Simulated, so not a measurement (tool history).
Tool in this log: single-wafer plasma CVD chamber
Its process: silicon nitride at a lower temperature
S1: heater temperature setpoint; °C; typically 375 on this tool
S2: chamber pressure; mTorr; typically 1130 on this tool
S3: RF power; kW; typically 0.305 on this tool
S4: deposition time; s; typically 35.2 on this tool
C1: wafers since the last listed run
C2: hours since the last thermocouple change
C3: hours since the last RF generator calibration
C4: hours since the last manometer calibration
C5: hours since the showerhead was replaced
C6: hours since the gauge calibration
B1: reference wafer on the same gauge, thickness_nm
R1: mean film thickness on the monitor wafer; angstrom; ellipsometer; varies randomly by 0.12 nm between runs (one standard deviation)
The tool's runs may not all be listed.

run	hour	S1	S2	S3	S4	C1	C2	C3	C4	C5	C6	B1	R1
1	0	375	1130	0.305	35.2	0	310.6	818.2	1167.6	6066.9	252.8	39.516	360.94
2	137	375	1130	0.305	35.2	2584	447.6	955.2	1304.6	6203.9	389.8	39.47	365.08
3	347.5	375	1130	0.305	35.2	3970	658.1	1165.7	1515.1	6414.4	600.3	39.518	364.04
# hour 370.9: showerhead replaced
# hour 425: gauge calibrated
# hour 439.6: capacitance manometer re-zeroed and calibrated
4	446.4	386	1130	0.33	35.2	1563	757	1264.6	6.8	75.5	21.4	39.497	382.83
5	546.8	371	1130	0.305	35.2	1893	857.4	1365	107.2	175.9	121.8	39.493	358.64
6	584.1	371	1130	0.305	35.2	703	894.7	1402.3	144.5	213.2	159.1	39.513	359.33
7	669.6	370	1070	0.305	35.2	1612	980.2	1487.8	230	298.7	244.6	39.496	357.76
# hour 753.8: RF generator calibrated
8	756.7	375	1130	0.305	35.2	1492	1067.3	2.9	317.1	385.8	331.7	39.49	361.44
9	812.3	388	890	0.305	30.9	1048	1122.9	58.5	372.7	441.4	387.3	39.502	294.11
# hour 833.5: thermocouple changed; heater temperature recalibrated
10	894.1	361	980	0.36	30.2	1392	60.6	140.3	454.5	523.2	469.1	39.515	339.8
11	930.4	375	1130	0.275	35.2	684	96.9	176.6	490.8	559.5	505.4	39.474	333.47
12	971.5	385	1220	0.305	32.9	775	138	217.7	531.9	600.6	546.5	39.515	344.82
# hour 989.3: gauge calibrated
13	1028.8	369	1000	0.345	41.6	1080	195.3	275	589.2	657.9	39.5	39.499	455.92
14	1096.7	387	1210	0.285	35.2	1280	263.2	342.9	657.1	725.8	107.4	39.508	348.72

Branching from run 14: 4 alternative next runs. What would each branch give?
A	1097.1	369	1130	0.305	35.2	7	263.6	343.3	657.5	726.2	107.8	?	?
B	1097.1	370	870	0.35	41	7	263.6	343.3	657.5	726.2	107.8	?	?
C	1097.1	375	1130	0.33	37.2	7	263.6	343.3	657.5	726.2	107.8	?	?
D	1097.1	364	1130	0.305	39	7	263.6	343.3	657.5	726.2	107.8	?	?

run	B1	R1
A	39.5	364.38
B	39.5	433.57
C	39.5	407.76
D	39.5	404.38
Had the tool no hidden state, the same runs would have come out as:
run	R1
A	362.54
B	431.13
C	405.7
D	402.33
